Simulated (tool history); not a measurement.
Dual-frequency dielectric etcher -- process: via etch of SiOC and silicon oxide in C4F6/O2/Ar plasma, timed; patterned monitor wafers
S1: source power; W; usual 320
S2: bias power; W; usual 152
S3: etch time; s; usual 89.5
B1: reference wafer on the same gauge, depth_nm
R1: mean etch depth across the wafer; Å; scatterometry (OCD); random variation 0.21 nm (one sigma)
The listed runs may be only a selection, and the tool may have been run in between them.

run,hour,S1,S2,S3,B1,R1
1,0,280,152,89.5,95.6,772
2,27.8,320,152,89.5,95.6,813
3,52,320,152,89.5,95.6,814
4,71.1,320,152,89.5,95.6,812
5,92.4,320,152,89.5,95.6,812
6,119,320,152,89.5,95.5,810
# hour 132.7: gauge calibrated
# hour 142.7: bias power generator calibrated
# hour 165.7: upper electrode replaced
# hour 177.9: wet clean of the chamber
7,178.4,320,152,104.5,96,954
8,178.7,320,152,104.5,96,955
9,204.1,320,152,89.5,95.9,815
10,232.4,380,152,103,95.7,1004
11,247.1,320,152,99,95.8,899
12,261.7,320,152,116.5,95.6,1057
# hour 283.6: source power generator calibrated
13,288.8,320,123,106,95.6,929
14,301.5,320,152,89.5,95.7,814
15,323.2,270,136,89.5,95.7,747
16,336,350,142,112.5,95.6,1042
# hour 345.5: gauge calibrated
17,365.5,350,133,71,96.4,659

Each row is a separate what-if for the run after 17, all from the same tool condition, not one after another. Results?
A,365.9,320,152,89.5,?,?
B,365.9,320,129,101.5,?,?
C,365.9,370,152,89.5,?,?

run,B1,R1
A,96.4,822
B,96.4,909
C,96.4,870
Without the tool's unlogged condition, the same runs would have read:
run,R1
A,822
B,909
C,870
